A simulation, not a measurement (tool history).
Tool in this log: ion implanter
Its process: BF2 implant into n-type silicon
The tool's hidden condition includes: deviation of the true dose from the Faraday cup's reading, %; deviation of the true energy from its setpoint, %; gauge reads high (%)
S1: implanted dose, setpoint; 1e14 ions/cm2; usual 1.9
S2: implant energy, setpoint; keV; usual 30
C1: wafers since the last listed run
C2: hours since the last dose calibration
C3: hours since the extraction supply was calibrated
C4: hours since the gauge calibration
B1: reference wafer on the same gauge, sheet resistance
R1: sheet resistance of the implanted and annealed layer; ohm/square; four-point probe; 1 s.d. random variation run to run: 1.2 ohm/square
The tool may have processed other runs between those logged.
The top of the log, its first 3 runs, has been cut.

run,hour,S1,S2,C1,C2,C3,C4,B1,R1
4,164.2,1.9,30,1203,228.1,6234.5,2186.2,566.1,520.19
5,233.1,1.9,30,1186,297,6303.4,2255.1,565.99,519.15
6,289.6,1.9,30,972,353.5,6359.9,2311.6,566.11,519.43
7,358.4,1.9,30,1184,422.3,6428.7,2380.4,565.85,517.42
8,419.3,1.9,30,1048,483.2,6489.6,2441.3,565.88,516.34
9,458.8,1.9,35,680,522.7,6529.1,2480.8,565.92,512.69
10,514,1.78,30,950,577.9,6584.3,2536,566.13,543.31
# hour 575.9: gauge calibrated
11,666.5,1.9,32.5,2626,730.4,6736.8,90.6,566.29,512.24
12,695.2,1.9,30,494,759.1,6765.5,119.3,566.28,516.58
13,719.8,1.9,30,423,783.7,6790.1,143.9,566.01,516.84
14,756,1.9,30,623,819.9,6826.3,180.1,566.04,516.54
# hour 771.8: extraction supply calibrated
15,792.8,1.9,30,495,856.7,21,216.9,566,516.61
16,878.6,1.63,39,1477,942.5,106.8,302.7,565.94,567.31
17,927.5,2.47,39,842,991.4,155.7,351.6,566.04,414.22
18,977.8,2.13,20,866,1041.7,206,401.9,566,480.74
19,1033.8,1.75,20.5,964,1097.7,262,457.9,565.74,567.49
20,1072.7,1.72,37,669,1136.6,300.9,496.8,565.79,547.89
21,1113.6,1.4,25.5,704,1177.5,341.8,537.7,566.32,671.53
# hour 1140.5: Faraday cup replaced and dose calibrated
22,1165.4,1.62,22,754,24.9,393.6,589.5,566.12,618.2

The next listed run, before its measurement:
23,1228.5,2.09,30,1086,88,456.7,652.6,?,?

Run 23 measured B1 565.82, R1 486.23 ohm/square.
With no hidden state in the tool, this same run would have given R1 486.75 ohm/square.
